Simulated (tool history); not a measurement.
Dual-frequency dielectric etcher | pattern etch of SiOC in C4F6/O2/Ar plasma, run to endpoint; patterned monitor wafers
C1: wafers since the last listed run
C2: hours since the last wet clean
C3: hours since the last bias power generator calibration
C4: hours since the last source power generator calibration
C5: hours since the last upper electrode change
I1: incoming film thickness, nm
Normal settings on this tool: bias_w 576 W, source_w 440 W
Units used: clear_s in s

run 1 hour=0.0 | bias_w=544 source_w=480 | C1=0 C2=306.6 C3=1736.0 C4=4968.1 C5=1999.1 | I1=31.87 | clear_s=9.9
run 2 hour=10.8 | bias_w=688 source_w=440 | C1=185 C2=317.4 C3=1746.8 C4=4978.9 C5=2009.9 | I1=32.08 | clear_s=9.3
run 3 hour=42.3 | bias_w=688 source_w=440 | C1=540 C2=348.9 C3=1778.3 C4=5010.4 C5=2041.4 | I1=32.36 | clear_s=9.3
run 4 hour=60.2 | bias_w=576 source_w=440 | C1=306 C2=366.8 C3=1796.2 C4=5028.3 C5=2059.3 | I1=31.71 | clear_s=9.8
run 5 hour=78.2 | bias_w=576 source_w=440 | C1=308 C2=384.8 C3=1814.2 C4=5046.3 C5=2077.3 | I1=32.48 | clear_s=10.0
-- hour=116.6 wet clean of the chamber
run 6 hour=117.1 | bias_w=576 source_w=440 | C1=255 C2=0.5 C3=1853.1 C4=5085.2 C5=2116.2 | I1=32.21 | clear_s=10.4
run 7 hour=117.4 | bias_w=656 source_w=370 | C1=5 C2=0.8 C3=1853.4 C4=5085.5 C5=2116.5 | I1=32.37 | clear_s=10.4
run 8 hour=117.7 | bias_w=656 source_w=370 | C1=5 C2=1.1 C3=1853.7 C4=5085.8 C5=2116.8 | I1=32.23 | clear_s=10.3
run 9 hour=123.8 | bias_w=656 source_w=370 | C1=104 C2=7.2 C3=1859.8 C4=5091.9 C5=2122.9 | I1=32.27 | clear_s=10.4
run 10 hour=140.1 | bias_w=576 source_w=490 | C1=279 C2=23.5 C3=1876.1 C4=5108.2 C5=2139.2 | I1=32.42 | clear_s=10.1
run 11 hour=157.8 | bias_w=576 source_w=490 | C1=303 C2=41.2 C3=1893.8 C4=5125.9 C5=2156.9 | I1=32.22 | clear_s=10.1
-- hour=185.9 bias power generator calibrated
-- hour=187.2 upper electrode replaced
run 12 hour=187.7 | bias_w=675 source_w=500 | C1=421 C2=71.1 C3=1.8 C4=5155.8 C5=0.5 | I1=31.84 | clear_s=9.3
run 13 hour=188.0 | bias_w=460 source_w=530 | C1=5 C2=71.4 C3=2.1 C4=5156.1 C5=0.8 | I1=32.43 | clear_s=10.8
run 14 hour=196.2 | bias_w=508 source_w=440 | C1=140 C2=79.6 C3=10.3 C4=5164.3 C5=9.0 | I1=31.90 | clear_s=10.7
run 15 hour=205.6 | bias_w=688 source_w=440 | C1=161 C2=89.0 C3=19.7 C4=5173.7 C5=18.4 | I1=31.84 | clear_s=9.5
-- hour=212.6 source power generator calibrated
run 16 hour=220.8 | bias_w=460 source_w=530 | C1=192 C2=104.2 C3=34.9 C4=8.2 C5=33.6 | I1=32.04 | clear_s=10.6
run 17 hour=229.6 | bias_w=517 source_w=520 | C1=150 C2=113.0 C3=43.7 C4=17.0 C5=42.4 | I1=32.11 | clear_s=10.3
run 18 hour=247.0 | bias_w=710 source_w=520 | C1=298 C2=130.4 C3=61.1 C4=34.4 C5=59.8 | I1=31.86 | clear_s=8.9
run 19 hour=260.9 | bias_w=621 source_w=390 | C1=238 C2=144.3 C3=75.0 C4=48.3 C5=73.7 | I1=32.15 | clear_s=10.2
run 20 hour=277.6 | bias_w=700 source_w=380 | C1=286 C2=161.0 C3=91.7 C4=65.0 C5=90.4 | I1=32.24 | clear_s=9.9
run 21 hour=287.9 | bias_w=525 source_w=340 | C1=176 C2=171.3 C3=102.0 C4=75.3 C5=100.7 | I1=31.90 | clear_s=11.1
run 22 hour=305.3 | bias_w=672 source_w=520 | C1=298 C2=188.7 C3=119.4 C4=92.7 C5=118.1 | I1=31.91 | clear_s=9.1
run 23 hour=311.6 | bias_w=641 source_w=520 | C1=108 C2=195.0 C3=125.7 C4=99.0 C5=124.4 | I1=31.88 | clear_s=9.3
run 24 hour=324.8 | bias_w=576 source_w=440 | C1=226 C2=208.2 C3=138.9 C4=112.2 C5=137.6 | I1=32.10 | clear_s=10.1
run 25 hour=331.9 | bias_w=504 source_w=380 | C1=121 C2=215.3 C3=146.0 C4=119.3 C5=144.7 | I1=32.33 | clear_s=11.2

3 ways to go on from here, each from the tool as it stands after run 25. What would each give?
run A hour=332.3 | bias_w=576 source_w=440 | C1=6 C2=215.7 C3=146.4 C4=119.7 C5=145.1 | I1=32.04 | clear_s=?
run B hour=332.3 | bias_w=501 source_w=550 | C1=6 C2=215.7 C3=146.4 C4=119.7 C5=145.1 | I1=32.04 | clear_s=?
run C hour=332.3 | bias_w=466 source_w=370 | C1=6 C2=215.7 C3=146.4 C4=119.7 C5=145.1 | I1=32.04 | clear_s=?

run=A clear_s=10.1
run=B clear_s=10.1
run=C clear_s=11.5
Stripped of hidden state, with their random variation kept, the same runs would have yielded:
run=A clear_s=10.3
run=B clear_s=10.3
run=C clear_s=11.7
